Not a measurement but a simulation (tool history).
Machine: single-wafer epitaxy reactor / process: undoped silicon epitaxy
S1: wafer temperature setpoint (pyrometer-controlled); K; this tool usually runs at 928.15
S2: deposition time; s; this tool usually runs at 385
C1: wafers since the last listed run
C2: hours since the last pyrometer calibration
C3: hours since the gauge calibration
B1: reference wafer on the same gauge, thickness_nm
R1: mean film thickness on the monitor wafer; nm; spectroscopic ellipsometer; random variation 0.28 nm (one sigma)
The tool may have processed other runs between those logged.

| run | day | S1 | S2 | C1 | C2 | C3 | B1 | R1 |
|---|---|---|---|---|---|---|---|---|
| 1 | 0.000 | 928.15 | 385 | 0 | 768.1 | 196.5 | 76.635 | 79.747 |
| 2 | 1.350 | 928.15 | 385 | 121 | 800.5 | 228.9 | 76.797 | 79.713 |
| 3 | 2.796 | 928.15 | 385 | 130 | 835.2 | 263.6 | 76.895 | 80.094 |
| 4 | 5.729 | 918.15 | 355 | 264 | 905.6 | 334.0 | 77.104 | 60.872 |
| 5 | 7.608 | 918.15 | 355 | 169 | 950.7 | 379.1 | 77.293 | 60.974 |
| 6 | 9.758 | 928.15 | 385 | 193 | 1002.3 | 430.7 | 77.425 | 80.404 |
| 7 | 11.917 | 928.15 | 385 | 194 | 1054.1 | 482.5 | 77.414 | 80.122 |
| 8 | 13.408 | 933.15 | 385 | 134 | 1089.9 | 518.3 | 77.454 | 88.582 |
| 9 | 15.775 | 928.15 | 385 | 213 | 1146.7 | 575.1 | 77.536 | 80.609 |
| 10 | 18.121 | 928.15 | 385 | 211 | 1203.0 | 631.4 | 77.591 | 80.914 |
| 11 | 20.008 | 933.15 | 355 | 170 | 1248.3 | 676.7 | 77.663 | 81.963 |
| 12 | 21.088 | 928.15 | 385 | 97 | 1274.2 | 702.6 | 77.654 | 80.890 |
| 13 | 23.379 | 928.15 | 385 | 206 | 1329.2 | 757.6 | 77.647 | 81.153 |
| 14 | 25.812 | 918.15 | 449 | 219 | 1387.6 | 816.0 | 77.725 | 77.437 |
|  | 26.254 | gauge calibrated |
| 15 | 27.038 | 917.15 | 439 | 110 | 1417.0 | 18.8 | 75.334 | 72.123 |
|  | 27.500 | pyrometer calibrated |
| 16 | 29.971 | 915.15 | 385 | 234 | 59.3 | 89.2 | 75.920 | 61.407 |
| 17 | 32.671 | 936.15 | 429 | 243 | 124.1 | 154.0 | 76.409 | 102.296 |
| 18 | 34.229 | 915.15 | 436 | 140 | 161.5 | 191.4 | 76.487 | 70.059 |
| 19 | 35.942 | 941.15 | 346 | 154 | 202.6 | 232.5 | 76.738 | 91.338 |
| 20 | 37.771 | 936.15 | 343 | 164 | 246.5 | 276.4 | 76.850 | 83.006 |

The logged runs with the hidden state left out (each run's random variation unchanged):
The tool's hidden condition here consists of: wafer temperature above the value expected at the setpoint (K); gauge reads high (%).
| run | R1 |
|---|---|
| 1 | 78.562 |
| 2 | 78.387 |
| 3 | 78.629 |
| 4 | 59.590 |
| 5 | 59.604 |
| 6 | 78.489 |
| 7 | 78.126 |
| 8 | 86.317 |
| 9 | 78.479 |
| 10 | 78.720 |
| 11 | 79.704 |
| 12 | 78.642 |
| 13 | 78.864 |
| 14 | 75.225 |
| 15 | 72.225 |
| 16 | 61.049 |
| 17 | 101.180 |
| 18 | 69.126 |
| 19 | 89.916 |
| 20 | 81.544 |
